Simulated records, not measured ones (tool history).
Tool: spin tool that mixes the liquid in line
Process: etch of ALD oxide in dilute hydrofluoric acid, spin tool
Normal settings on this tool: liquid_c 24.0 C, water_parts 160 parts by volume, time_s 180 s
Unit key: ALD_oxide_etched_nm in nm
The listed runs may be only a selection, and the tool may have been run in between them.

| run | day | liquid_c | water_parts | time_s | read-back film thickness of the ALD oxide reference wafer, read on the same gauge (nm) | ALD_oxide_etched_nm |
|---|---|---|---|---|---|---|
| 1 | 0.000 | 24.0 | 160 | 130 | 99.99 | 16.17 |
|  | 1.808 | gauge calibrated |
| 2 | 2.400 | 24.0 | 115 | 180 | 100.03 | 32.94 |
| 3 | 3.825 | 24.0 | 115 | 180 | 99.98 | 32.85 |
| 4 | 4.479 | 24.0 | 185 | 180 | 100.01 | 19.08 |
| 5 | 4.996 | 24.0 | 185 | 180 | 100.01 | 19.10 |
| 6 | 5.767 | 24.0 | 190 | 180 | 100.01 | 18.59 |
| 7 | 6.342 | 24.0 | 160 | 180 | 100.01 | 22.63 |
| 8 | 7.221 | 24.0 | 160 | 180 | 99.99 | 22.66 |
| 9 | 8.254 | 24.0 | 160 | 180 | 100.04 | 22.72 |
|  | 9.083 | hydrofluoric acid flow meter replaced |
| 10 | 11.771 | 23.0 | 160 | 180 | 100.01 | 20.25 |
| 11 | 12.788 | 23.0 | 160 | 180 | 100.05 | 20.27 |
| 12 | 13.904 | 23.0 | 160 | 180 | 99.99 | 20.33 |
| 13 | 14.596 | 24.0 | 160 | 180 | 100.01 | 21.23 |
| 14 | 16.979 | 24.0 | 160 | 180 | 100.02 | 21.20 |
|  | 17.179 | gauge calibrated |
| 15 | 17.817 | 24.0 | 185 | 180 | 100.01 | 17.86 |
| 16 | 18.758 | 24.0 | 160 | 240 | 100.01 | 28.22 |
| 17 | 19.646 | 26.0 | 130 | 280 | 99.98 | 45.24 |
| 18 | 20.642 | 21.0 | 160 | 180 | 100.01 | 18.94 |
| 19 | 21.542 | 26.0 | 200 | 285 | 100.03 | 27.68 |
|  | 22.217 | thermometer replaced |
| 20 | 22.942 | 22.5 | 225 | 145 | 100.00 | 10.80 |
| 21 | 24.171 | 26.0 | 200 | 285 | 100.00 | 27.86 |
| 22 | 24.979 | 28.0 | 230 | 135 | 99.98 | 11.92 |
| 23 | 25.992 | 24.0 | 190 | 135 | 99.99 | 13.06 |
| 24 | 26.862 | 24.0 | 220 | 180 | 100.01 | 14.50 |
| 25 | 27.875 | 21.5 | 105 | 220 | 100.00 | 38.58 |
| 26 | 28.788 | 24.0 | 160 | 180 | 100.05 | 21.35 |

5 ways to go on from here, each from the tool as it stands after run 26. What would each give?
| A | 28.808 | 24.0 | 160 | 180 | ? | ? |
| B | 28.808 | 26.0 | 160 | 180 | ? | ? |
| C | 28.808 | 21.5 | 215 | 280 | ? | ? |
| D | 28.808 | 25.5 | 195 | 265 | ? | ? |
| E | 28.808 | 24.0 | 160 | 80 | ? | ? |

| run | read-back film thickness of the ALD oxide reference wafer, read on the same gauge (nm) | ALD_oxide_etched_nm |
|---|---|---|
| A | 100.00 | 21.47 |
| B | 100.00 | 23.15 |
| C | 100.00 | 21.35 |
| D | 100.00 | 26.39 |
| E | 100.00 | 9.54 |
Take away the tool's hidden state, keep each run's random variation, and the runs would have read:
| run | ALD_oxide_etched_nm |
|---|---|
| A | 20.98 |
| B | 22.62 |
| C | 20.85 |
| D | 25.77 |
| E | 9.33 |
